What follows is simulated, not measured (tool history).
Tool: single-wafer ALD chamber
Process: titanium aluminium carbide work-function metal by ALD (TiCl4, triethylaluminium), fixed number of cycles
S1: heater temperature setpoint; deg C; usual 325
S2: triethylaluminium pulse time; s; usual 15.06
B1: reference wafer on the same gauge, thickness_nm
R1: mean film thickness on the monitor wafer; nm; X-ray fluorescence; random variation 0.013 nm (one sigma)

run,hour,S1,S2,B1,R1
1,0,325,15.06,1.769,2.151
2,24.3,325,15.06,1.772,2.162
3,206.8,325,15.06,1.771,2.184
4,252.1,325,15.06,1.77,2.152
5,279.3,325,10.95,1.768,2.083
6,343.9,325,10.95,1.768,2.116
7,401.8,318,15.06,1.773,2.121
8,446.4,325,15.06,1.771,2.183
9,480,332,12.57,1.771,2.218
10,531.3,332,12.57,1.769,2.222
# hour 560.8: thermocouple changed; heater temperature recalibrated
11,585.2,332,12.57,1.77,2.221
# hour 625.9: showerhead replaced
12,652.5,320,20.29,1.77,2.143
# hour 701.5: triethylaluminium bottle replaced
13,702,338,13.44,1.769,2.261
14,739.8,329,13.04,1.769,2.179
15,799.2,325,15.06,1.771,2.149
16,831.5,325,15.06,1.769,2.162
# hour 875.9: gauge calibrated
17,901.1,317,18.36,1.771,2.126
18,929.1,338,20.67,1.769,2.31
19,983.4,325,15.06,1.769,2.16
20,1021.9,338,17.52,1.77,2.297
21,1065,317,19.1,1.77,2.087
22,1115.2,320,10.65,1.77,2.045
23,1175,311,18.4,1.77,2.045

3 ways to go on from here, each from the tool as it stands after run 23. What would each give?
A,1175.4,325,12.34,?,?
B,1175.4,334,10.04,?,?
C,1175.4,337,12.96,?,?

run,B1,R1
A,1.769,2.144
B,1.769,2.145
C,1.769,2.273
Without the tool's hidden state the same runs would have given:
run,R1
A,2.144
B,2.145
C,2.273

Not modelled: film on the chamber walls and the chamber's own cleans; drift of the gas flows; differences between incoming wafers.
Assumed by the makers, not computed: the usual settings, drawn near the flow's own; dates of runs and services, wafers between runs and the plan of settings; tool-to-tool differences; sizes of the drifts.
